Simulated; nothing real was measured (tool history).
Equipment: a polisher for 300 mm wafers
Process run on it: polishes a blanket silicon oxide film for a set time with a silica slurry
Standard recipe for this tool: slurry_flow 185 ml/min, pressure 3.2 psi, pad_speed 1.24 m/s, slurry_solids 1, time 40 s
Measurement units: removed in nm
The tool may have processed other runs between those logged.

run,hour,slurry_flow,pressure,pad_speed,slurry_solids,time,wafers since the last listed run,wafers polished on this pad,hours since the slurry nozzle was cleaned,hours since the head pressure was calibrated,hours since the slurry blender was calibrated,hours since the conditioning disc was replaced,"incoming thickness of the incoming film, nm",removed
1,0,185,3.2,1.24,1,40,0,17,35.1,973,82.5,123.3,1569.3,104.6
2,25.9,185,3.2,1.24,1,40,229,246,61,998.9,108.4,149.2,1596.3,104.9
3,88,185,3.2,1.24,1,40,549,796,123.1,1061,170.5,211.3,1574.8,103.9
4,125.7,185,3.2,1.24,1,40,333,1130,160.8,1098.7,208.2,249,1561.8,104.6
# hour 128.3: slurry blender recalibrated
5,150.1,185,3.2,1.24,1,40,198,1328,185.2,1123.1,21.8,273.4,1599.4,106.2
# hour 195.8: worn pad replaced by a new one
6,217.4,185,3.2,1.54,1,40,560,191,252.5,1190.4,89.1,340.7,1579.3,123.3
7,265.6,185,3.2,1.24,1,49,426,618,300.7,1238.6,137.3,388.9,1583.5,131.5
8,305.3,185,3.2,1.24,1,49,351,969,340.4,1278.3,177,428.6,1570,131
9,365.3,185,3.2,1.24,1,40,531,1501,400.4,1338.3,237,488.6,1582.5,107.4
# hour 368.3: slurry blender recalibrated
# hour 402.2: worn pad replaced by a new one
10,416.8,185,3.2,1.24,1,40,402,129,451.9,1389.8,48.5,540.1,1580.5,108.8
11,444.9,185,3.2,1.24,1,40,248,378,480,1417.9,76.6,568.2,1602,108.9
# hour 466: conditioning disc replaced and pad reconditioned
12,561.2,185,2.8,1.24,0.85,48,1012,1390,596.3,1534.2,192.9,95.2,1587.2,106.1
13,588.7,185,3.2,1.24,1,49,243,1633,623.8,1561.7,220.4,122.7,1563.6,138.1
# hour 602.9: slurry blender recalibrated
# hour 626.2: worn pad replaced by a new one
14,626.7,185,2.2,1.56,0.9,51,283,4,661.8,1599.7,23.8,160.7,1569.3,109.4
# hour 647.6: slurry nozzle cleaned
15,669.3,185,2.4,1.24,1.2,40,368,372,21.7,1642.3,66.4,203.3,1599.3,94
# hour 707.7: head pressure recalibrated
16,729.3,185,2.6,1.24,1,31,513,886,81.7,21.6,126.4,263.3,1585.7,61.6
17,764.6,185,3.2,1.24,1,40,312,1199,117,56.9,161.7,298.6,1577.9,99.6
# hour 792.9: slurry blender recalibrated
18,817.1,185,4.3,1.5,0.9,40,447,1646,169.5,109.4,24.2,351.1,1589.4,141.5
19,849.1,185,2.2,1.56,0.75,29,283,1929,201.5,141.4,56.2,383.1,1575.4,48.9
# hour 857.9: worn pad replaced by a new one
20,901.2,185,3.2,1.24,1.1,34,425,383,253.6,193.5,108.3,435.2,1579.5,87.1
21,946.1,230,3.2,1.24,1.2,40,397,781,298.5,238.4,153.2,480.1,1583.4,110.3
# hour 991.1: conditioning disc replaced and pad reconditioned
22,1005.4,185,2.3,1.6,1,40,507,1288,357.8,297.7,212.5,14.3,1597.5,84
# hour 1029.3: slurry blender recalibrated
23,1050.2,150,3.2,1.24,0.85,40,379,1667,402.6,342.5,20.9,59.1,1565.6,86.5

5 options for the next run, each taken on its own from the tool as it stands now. Forecast them:
A,1050.6,185,3.2,1.24,1,40,3,1671,403,342.9,21.3,59.5,1562.3,?
B,1050.6,185,3.2,1.38,1,40,3,1671,403,342.9,21.3,59.5,1562.3,?
C,1050.6,140,3.2,1,0.85,49,3,1671,403,342.9,21.3,59.5,1562.3,?
D,1050.6,185,3.2,1.24,1.1,48,3,1671,403,342.9,21.3,59.5,1562.3,?
E,1050.6,185,3.2,1.06,0.9,40,3,1671,403,342.9,21.3,59.5,1562.3,?

run,removed
A,98.9
B,106.2
C,91.7
D,124.3
E,84.4
Take away the tool's hidden state, keep each run's random variation, and the runs would have read:
run,removed
A,100
B,107.4
C,92.7
D,125.8
E,85.4
